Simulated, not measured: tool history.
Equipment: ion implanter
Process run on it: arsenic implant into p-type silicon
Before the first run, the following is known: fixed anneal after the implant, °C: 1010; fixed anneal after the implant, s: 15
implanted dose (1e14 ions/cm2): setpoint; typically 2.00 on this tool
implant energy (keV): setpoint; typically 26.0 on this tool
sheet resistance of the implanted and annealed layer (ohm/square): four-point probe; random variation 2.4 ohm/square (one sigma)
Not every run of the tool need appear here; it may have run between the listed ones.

run    hour  implanted dose (1e14 ions/cm2)  implant energy (keV)  read-back reference wafer on the same gauge, sheet resistance  sheet resistance of the implanted and annealed layer (ohm/square)
  1     0.0                            1.87                  26.0                                                         427.15                                                             422.77
  2    65.2                            1.87                  26.0                                                         427.06                                                             420.23
  3   167.7                            1.62                  31.5                                                         425.60                                                             460.51
  4   273.6                            1.68                  26.0                                                         422.84                                                             453.74
  5   351.0                            2.00                  26.0                                                         421.38                                                             393.87
      373.1  -- Faraday cup replaced and dose calibrated
      397.2  -- gauge calibrated
  6   402.6                            2.00                  26.0                                                         429.94                                                             401.65
  7   469.0                            2.00                  26.0                                                         430.79                                                             411.30
  8   549.0                            2.00                  26.0                                                         431.44                                                             408.70
  9   595.4                            2.00                  26.0                                                         429.03                                                             407.58
 10   633.6                            1.68                  18.0                                                         429.95                                                             486.46
 11   740.6                            2.28                  22.5                                                         429.39                                                             377.04
 12   845.0                            2.00                  32.5                                                         428.06                                                             392.02
      862.0  -- extraction supply calibrated
 13   913.9                            2.45                  20.0                                                         426.97                                                             357.16
 14   975.5                            1.82                  26.0                                                         425.78                                                             435.63
 15  1045.6                            2.34                  22.0                                                         425.76                                                             364.44
 16  1119.0                            2.33                  19.0                                                         424.30                                                             370.30
 17  1159.1                            2.00                  26.0                                                         424.15                                                             399.64

Consider 5 possible next runs. They are alternatives, not a sequence: every one starts from the tool as it was left by run 17. What does each give?
  A  1159.5                            1.58                  26.0                                                              ?                                                                  ?
  B  1159.5                            2.16                  30.5                                                              ?                                                                  ?
  C  1159.5                            1.64                  19.5                                                              ?                                                                  ?
  D  1159.5                            1.43                  26.0                                                              ?                                                                  ?
  E  1159.5                            2.00                  22.0                                                              ?                                                                  ?

run  read-back reference wafer on the same gauge, sheet resistance  sheet resistance of the implanted and annealed layer (ohm/square)
  A                                                         423.70                                                             474.33
  B                                                         423.70                                                             368.60
  C                                                         423.70                                                             482.38
  D                                                         423.70                                                             509.59
  E                                                         423.70                                                             409.31
The same runs, with their run-to-run variation unchanged, on a tool lacking any hidden condition would have given:
run  sheet resistance of the implanted and annealed layer (ohm/square)
  A                                                             482.60
  B                                                             375.02
  C                                                             490.78
  D                                                             518.47
  E                                                             416.44
